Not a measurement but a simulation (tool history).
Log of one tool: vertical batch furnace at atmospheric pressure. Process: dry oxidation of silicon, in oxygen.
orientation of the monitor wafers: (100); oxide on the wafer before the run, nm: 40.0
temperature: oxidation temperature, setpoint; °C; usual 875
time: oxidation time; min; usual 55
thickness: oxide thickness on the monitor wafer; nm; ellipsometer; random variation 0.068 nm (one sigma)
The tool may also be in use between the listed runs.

run   hour  temperature  time  wafers since the last listed run  hours since the last temperature calibration  hours since the boat lift was adjusted  hours since the gauge calibration  read-back reference wafer on the same gauge, thickness  thickness
  1      0          868  34.5                                 0                                        1252.8                                  1218.9                              101.5                                                    37.9      42.77
  2   10.1          875    55                               126                                        1262.9                                    1229                              111.6                                                   37.89      45.35
      12.3  -- gauge calibrated
  3     58          875    55                               601                                        1310.8                                  1276.9                               45.7                                                   37.91      45.38
      83.1  -- boat lift adjusted
      88.3  -- thermocouples replaced and temperature profile calibrated
  4   88.8          875    55                                20                                           0.5                                     5.7                               76.5                                                   37.89      45.25
  5   93.5          875    55                                59                                           5.2                                    10.4                               81.2                                                   37.91      45.26
  6    102          875  38.5                               106                                          13.7                                    18.9                               89.7                                                   37.89      43.56
  7  110.5          875  38.5                               106                                          22.2                                    27.4                               98.2                                                    37.9      43.65
  8  120.2          875    55                               121                                          31.9                                    37.1                              107.9                                                   37.89       45.2
  9  131.9          856  70.5                               146                                          43.6                                    48.8                              119.6                                                   37.91      44.96
 10  148.9          875    55                               213                                          60.6                                    65.8                              136.6                                                   37.89      45.45
     149.6  -- gauge calibrated
 11  166.2          890    77                               217                                          77.9                                    83.1                               16.6                                                   37.92      49.46

The next listed run, before its measurement:
 12  176.1          891  67.5                               124                                          87.8                                      93                               26.5                                                       ?          ?

read-back reference wafer on the same gauge, thickness: 37.92
thickness: 48.52 nm
Without the tool's hidden state the same run would have given thickness 48.52 nm.
